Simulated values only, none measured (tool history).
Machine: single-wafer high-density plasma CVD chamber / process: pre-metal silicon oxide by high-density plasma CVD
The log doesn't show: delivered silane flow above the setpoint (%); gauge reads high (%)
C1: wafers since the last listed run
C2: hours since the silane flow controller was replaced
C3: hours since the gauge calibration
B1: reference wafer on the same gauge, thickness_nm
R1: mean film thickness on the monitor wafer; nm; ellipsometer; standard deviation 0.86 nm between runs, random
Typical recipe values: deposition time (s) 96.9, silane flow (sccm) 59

run 1 day=0.000 | deposition_time_(s)=96.9 silane_flow_(sccm)=59 | C1=0 C2=3445.9 C3=119.5 | B1=504.785 | R1=572.877
run 2 day=0.488 | deposition_time_(s)=96.9 silane_flow_(sccm)=59 | C1=168 C2=3457.6 C3=131.2 | B1=505.141 | R1=573.680
run 3 day=0.792 | deposition_time_(s)=96.9 silane_flow_(sccm)=59 | C1=105 C2=3464.9 C3=138.5 | B1=505.262 | R1=573.776
run 4 day=2.512 | deposition_time_(s)=96.9 silane_flow_(sccm)=59 | C1=596 C2=3506.2 C3=179.8 | B1=505.990 | R1=575.044
-- day=3.188 silane flow controller replaced
run 5 day=3.208 | deposition_time_(s)=109.4 silane_flow_(sccm)=63 | C1=125 C2=0.5 C3=196.5 | B1=506.312 | R1=695.312
run 6 day=3.558 | deposition_time_(s)=109.4 silane_flow_(sccm)=63 | C1=121 C2=8.9 C3=204.9 | B1=506.337 | R1=694.346
-- day=4.712 gauge calibrated
run 7 day=4.854 | deposition_time_(s)=109.4 silane_flow_(sccm)=63 | C1=448 C2=40.0 C3=3.4 | B1=502.828 | R1=689.924
run 8 day=5.446 | deposition_time_(s)=96.9 silane_flow_(sccm)=59 | C1=204 C2=54.2 C3=17.6 | B1=503.294 | R1=572.082

The next listed run, before its measurement:
run 9 day=5.975 | deposition_time_(s)=82.0 silane_flow_(sccm)=63 | C1=183 C2=66.9 C3=30.3 | B1=? | R1=?

B1: 503.458
R1: 518.062 nm
Minus the tool's unlogged condition, the same run would have read R1 517.581 nm.
